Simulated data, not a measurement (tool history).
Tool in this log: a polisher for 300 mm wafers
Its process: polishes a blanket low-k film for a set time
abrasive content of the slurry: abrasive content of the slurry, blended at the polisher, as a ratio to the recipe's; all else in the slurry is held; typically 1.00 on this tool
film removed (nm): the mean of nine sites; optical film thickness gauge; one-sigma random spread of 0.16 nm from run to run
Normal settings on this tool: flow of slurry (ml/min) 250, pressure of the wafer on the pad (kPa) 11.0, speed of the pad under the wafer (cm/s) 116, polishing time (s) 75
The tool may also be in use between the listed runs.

run,day,flow of slurry (ml/min),pressure of the wafer on the pad (kPa),speed of the pad under the wafer (cm/s),abrasive content of the slurry,polishing time (s),wafers since the last listed run,wafers polished on this pad,hours since the slurry nozzle was cleaned,hours since the head pressure was calibrated,hours since the slurry blender was calibrated,hours since the conditioning disc was replaced,"incoming thickness of the incoming film, nm",film removed (nm)
1,0.000,250,11.0,116,1.00,75,0,2587,6.2,211.0,363.2,119.1,312.0,25.2
2,1.167,250,11.0,116,1.00,75,279,2867,34.2,239.0,391.2,147.1,314.8,24.9
# day 1.471: slurry blender recalibrated
3,2.758,250,11.0,116,1.00,75,361,3229,72.4,277.2,30.9,185.3,305.6,24.8
# day 3.171: worn pad replaced by a new one
4,5.112,250,11.0,116,1.00,75,524,465,128.9,333.7,87.4,241.8,304.2,24.9
5,13.238,250,11.0,116,1.00,75,1948,2414,323.9,528.7,282.4,436.8,313.0,24.6
6,15.829,250,11.0,86,1.30,75,621,3036,386.1,590.9,344.6,499.0,312.9,22.4
# day 17.833: worn pad replaced by a new one
7,17.850,250,11.0,116,1.25,75,444,4,434.6,639.4,393.1,547.5,303.3,27.2
# day 18.800: slurry blender recalibrated
8,18.896,330,7.6,132,1.00,75,230,234,459.7,664.5,2.3,572.6,308.8,21.8
# day 19.262: slurry nozzle cleaned, repeated, since the last time left the tool worse
# day 19.429: conditioning disc replaced and pad reconditioned
9,20.146,285,11.0,116,1.00,91,269,504,21.2,694.5,32.3,17.2,311.5,32.6
10,25.938,285,7.6,116,1.25,75,1389,1893,160.2,833.5,171.3,156.2,303.5,24.1
11,28.679,250,11.0,116,1.00,75,657,2551,226.0,899.3,237.1,222.0,314.2,26.5
12,30.150,250,11.0,126,1.00,95,352,2904,261.3,934.6,272.4,257.3,310.8,35.9
13,31.296,250,11.0,106,1.25,52,274,3179,288.8,962.1,299.9,284.8,308.0,19.2
14,32.396,250,11.0,116,1.00,75,263,3442,315.2,988.5,326.3,311.2,310.0,26.6
# day 33.058: head pressure recalibrated
15,33.867,250,11.0,106,1.25,52,332,3775,350.5,19.4,361.6,346.5,312.7,19.4
# day 34.283: slurry blender recalibrated
# day 34.712: worn pad replaced by a new one
16,36.467,250,11.0,116,1.00,49,563,420,412.9,81.8,52.4,408.9,310.5,17.3
17,37.938,335,11.0,152,0.80,75,352,773,448.2,117.1,87.7,444.2,308.3,28.3
18,39.192,250,11.0,116,1.00,75,300,1074,478.3,147.2,117.8,474.3,308.3,26.0
19,41.438,250,11.0,116,1.10,75,538,1613,532.2,201.1,171.7,528.2,306.9,27.6
# day 42.529: conditioning disc replaced and pad reconditioned
20,44.188,250,11.0,116,1.00,75,639,2252,598.2,267.1,237.7,39.8,308.8,26.1
21,46.288,215,11.0,104,1.25,87,503,2756,648.6,317.5,288.1,90.2,308.1,30.5
# day 48.229: slurry blender recalibrated
# day 48.521: slurry nozzle cleaned
22,49.267,250,11.0,86,1.20,75,684,3441,17.9,389.0,24.9,161.7,311.5,23.6
23,51.433,250,11.0,116,1.00,75,519,3960,69.9,441.0,76.9,213.7,308.0,26.5
# day 52.017: worn pad replaced by a new one
24,54.275,250,11.0,116,0.80,75,641,541,138.1,509.2,145.1,281.9,308.8,22.6

For each run, what was the tool's unlogged condition?
removal rate lost through wear of the pad, %: 0 at every run
deviation of the head's pressure from its setpoint, %: 0 at every run
abrasive missing from the slurry, %: 0 at every run
time polished since the conditioner stopped cutting, s: 0 at every run
H1: slurry flow missing at the pad, %
run,H1
1,40.4
2,40.5
3,40.7
4,41.3
5,46.1
6,48.5
7,50.6
8,51.8
9,0.787
10,2.15
11,3.52
12,4.45
13,5.26
14,6.12
15,7.39
16,9.96
17,11.6
18,13.1
19,16.1
20,20.1
21,23.5
22,1.47
23,1.72
24,2.49
